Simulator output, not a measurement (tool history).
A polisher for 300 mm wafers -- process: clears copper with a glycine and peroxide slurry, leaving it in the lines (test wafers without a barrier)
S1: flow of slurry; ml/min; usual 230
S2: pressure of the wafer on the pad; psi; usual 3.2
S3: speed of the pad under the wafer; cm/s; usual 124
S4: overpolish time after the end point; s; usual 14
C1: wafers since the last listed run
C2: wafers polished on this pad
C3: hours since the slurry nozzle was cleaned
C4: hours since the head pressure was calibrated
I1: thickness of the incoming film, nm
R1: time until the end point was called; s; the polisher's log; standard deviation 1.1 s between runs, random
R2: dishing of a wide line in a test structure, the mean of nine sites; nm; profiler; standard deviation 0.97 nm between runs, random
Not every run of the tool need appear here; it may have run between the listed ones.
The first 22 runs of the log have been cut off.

run     day   S1   S2   S3  S4   C1    C2     C3     C4     I1    R1     R2
 23  19.488  230  3.2  166  20  196  1059  383.9  315.3  461.6  47.7  101.8
 24  20.988  230  3.2  124  14  392  1452  419.9  351.3  459.0  59.2   66.4
 25  21.575  230  3.9   96   9  153  1605  434.0  365.4  451.2  67.9   43.9
     22.196  -- slurry nozzle cleaned
     23.129  -- worn pad replaced by a new one
 26  23.150  265  3.2   84  14  357     5   22.9  403.2  462.0  84.0   52.5
 27  23.688  230  3.2  136   9  140   146   35.8  416.1  460.8  55.8   48.8
 28  24.958  165  3.2  124  14  332   478   66.3  446.6  461.9  64.5   64.5
 29  26.333  255  2.8  124  21  359   838   99.3  479.6  460.0  66.8   84.6
 30  27.721  230  3.2  124  14  363  1201  132.6  512.9  456.0  61.6   66.4
 31  28.358  300  3.2  138  14  166  1368  147.9  528.2  456.4  53.4   70.9
 32  29.812  230  3.2  124  10  380  1749  182.8  563.1  462.7  61.3   50.4
 33  30.633  195  4.2   82  18  214  1964  202.5  582.8  461.9  72.8   72.3
 34  31.212  270  3.6  124  14  151  2115  216.4  596.7  466.3  55.9   72.8
     31.617  -- worn pad replaced by a new one
 35  32.150  230  3.2  124  14  201   139  238.9  619.2  462.4  61.0   66.2

Here are 4 independent what-if runs from the current tool condition. What would each one return?
  A  32.171  230  3.2  124  14   5  145  239.4  619.7  463.1   ?   ?
  B  32.171  265  2.9   88  12   5  145  239.4  619.7  463.1   ?   ?
  C  32.171  230  2.1   90  10   5  145  239.4  619.7  463.1   ?   ?
  D  32.171  230  2.9   82  14   5  145  239.4  619.7  463.1   ?   ?

run     R1    R2
  A   59.9  69.0
  B   84.0  46.4
  C  100.3  33.6
  D   90.2  49.9
Stripped of hidden state, with their random variation kept, the same runs would have yielded:
run     R1    R2
  A   59.9  69.0
  B   84.0  46.4
  C  100.3  33.6
  D   90.2  49.9
